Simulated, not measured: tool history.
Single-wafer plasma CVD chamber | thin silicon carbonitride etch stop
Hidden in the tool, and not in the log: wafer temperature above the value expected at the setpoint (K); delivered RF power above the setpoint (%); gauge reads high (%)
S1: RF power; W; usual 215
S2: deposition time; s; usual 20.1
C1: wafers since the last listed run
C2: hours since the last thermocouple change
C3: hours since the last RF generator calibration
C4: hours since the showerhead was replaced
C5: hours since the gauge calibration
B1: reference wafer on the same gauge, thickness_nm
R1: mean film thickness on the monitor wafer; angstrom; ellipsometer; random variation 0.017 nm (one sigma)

| run | day | S1 | S2 | C1 | C2 | C3 | C4 | C5 | B1 | R1 |
|---|---|---|---|---|---|---|---|---|---|---|
| 1 | 0.000 | 215 | 17.2 | 0 | 1714.6 | 2240.2 | 5841.6 | 45.8 | 12.295 | 98.16 |
| 2 | 0.608 | 215 | 17.9 | 384 | 1729.2 | 2254.8 | 5856.2 | 60.4 | 12.293 | 102.23 |
| 3 | 1.208 | 215 | 17.9 | 379 | 1743.6 | 2269.2 | 5870.6 | 74.8 | 12.299 | 102.10 |
| 4 | 1.588 | 215 | 20.1 | 239 | 1752.7 | 2278.3 | 5879.7 | 83.9 | 12.294 | 114.25 |
| 5 | 2.175 | 215 | 20.1 | 371 | 1766.8 | 2292.4 | 5893.8 | 98.0 | 12.298 | 114.24 |
| 6 | 2.875 | 215 | 20.1 | 442 | 1783.6 | 2309.2 | 5910.6 | 114.8 | 12.300 | 114.38 |
| 7 | 3.233 | 215 | 20.1 | 226 | 1792.2 | 2317.8 | 5919.2 | 123.4 | 12.301 | 114.57 |
| 8 | 3.912 | 215 | 20.1 | 429 | 1808.5 | 2334.1 | 5935.5 | 139.7 | 12.293 | 114.57 |
| 9 | 5.379 | 215 | 20.1 | 928 | 1843.7 | 2369.3 | 5970.7 | 174.9 | 12.300 | 114.66 |
| 10 | 5.842 | 215 | 20.1 | 292 | 1854.8 | 2380.4 | 5981.8 | 186.0 | 12.300 | 114.52 |
| 11 | 6.479 | 215 | 20.1 | 403 | 1870.1 | 2395.7 | 5997.1 | 201.3 | 12.302 | 114.76 |
| 12 | 7.146 | 215 | 21.4 | 421 | 1886.1 | 2411.7 | 6013.1 | 217.3 | 12.300 | 121.98 |
| 13 | 7.821 | 215 | 21.4 | 427 | 1902.3 | 2427.9 | 6029.3 | 233.5 | 12.292 | 121.86 |
| 14 | 8.388 | 215 | 20.1 | 358 | 1915.9 | 2441.5 | 6042.9 | 247.1 | 12.296 | 114.39 |
| 15 | 8.983 | 215 | 20.1 | 377 | 1930.2 | 2455.8 | 6057.2 | 261.4 | 12.302 | 114.79 |
|  | 9.646 | RF generator calibrated |
| 16 | 11.046 | 205 | 20.1 | 1094 | 1979.7 | 33.6 | 6106.7 | 310.9 | 12.297 | 112.91 |
|  | 11.133 | gauge calibrated |
|  | 11.742 | showerhead replaced |
| 17 | 11.762 | 205 | 20.1 | 242 | 1996.9 | 50.8 | 0.5 | 15.1 | 12.304 | 113.12 |
| 18 | 11.775 | 255 | 23.6 | 7 | 1997.2 | 51.1 | 0.8 | 15.4 | 12.292 | 141.60 |
| 19 | 12.329 | 215 | 18.9 | 350 | 2010.5 | 64.4 | 14.1 | 28.7 | 12.298 | 107.63 |
|  | 13.096 | thermocouple changed; heater temperature recalibrated |
| 20 | 13.117 | 185 | 18.1 | 287 | 0.5 | 83.3 | 33.0 | 47.6 | 12.295 | 98.80 |
| 21 | 13.417 | 175 | 20.1 | 189 | 7.7 | 90.5 | 40.2 | 54.8 | 12.305 | 108.18 |
| 22 | 13.679 | 215 | 23.1 | 166 | 14.0 | 96.8 | 46.5 | 61.1 | 12.297 | 131.71 |
| 23 | 14.371 | 215 | 20.1 | 437 | 30.6 | 113.4 | 63.1 | 77.7 | 12.299 | 114.50 |
| 24 | 14.929 | 240 | 17.6 | 353 | 44.0 | 126.8 | 76.5 | 91.1 | 12.295 | 103.73 |
| 25 | 15.542 | 250 | 18.4 | 387 | 58.7 | 141.5 | 91.2 | 105.8 | 12.303 | 109.33 |
| 26 | 15.846 | 215 | 20.1 | 192 | 66.0 | 148.8 | 98.5 | 113.1 | 12.302 | 114.38 |
| 27 | 16.425 | 215 | 20.1 | 366 | 79.9 | 162.7 | 112.4 | 127.0 | 12.307 | 114.35 |
| 28 | 16.725 | 200 | 20.1 | 189 | 87.1 | 169.9 | 119.6 | 134.2 | 12.303 | 112.36 |
| 29 | 17.188 | 185 | 21.8 | 292 | 98.2 | 181.0 | 130.7 | 145.3 | 12.302 | 118.89 |
| 30 | 17.542 | 215 | 20.1 | 224 | 106.7 | 189.5 | 139.2 | 153.8 | 12.301 | 114.47 |
| 31 | 18.121 | 245 | 22.5 | 366 | 120.6 | 203.4 | 153.1 | 167.7 | 12.297 | 133.41 |
| 32 | 18.646 | 215 | 20.1 | 332 | 133.2 | 216.0 | 165.7 | 180.3 | 12.299 | 114.83 |
| 33 | 19.367 | 240 | 18.9 | 456 | 150.5 | 233.3 | 183.0 | 197.6 | 12.306 | 110.90 |
| 34 | 19.792 | 215 | 20.1 | 268 | 160.7 | 243.5 | 193.2 | 207.8 | 12.295 | 114.41 |

Hidden state at the last listed run before each entry between runs and at the first one after, where it differs:
Between runs 15 and 16: RF generator calibrated (day 9.646)
  no hidden state differs between the two runs
Between runs 16 and 17: gauge calibrated (day 11.133); showerhead replaced (day 11.742)
  no hidden state differs between the two runs
Between runs 19 and 20: thermocouple changed; heater temperature recalibrated (day 13.096)
  no hidden state differs between the two runs
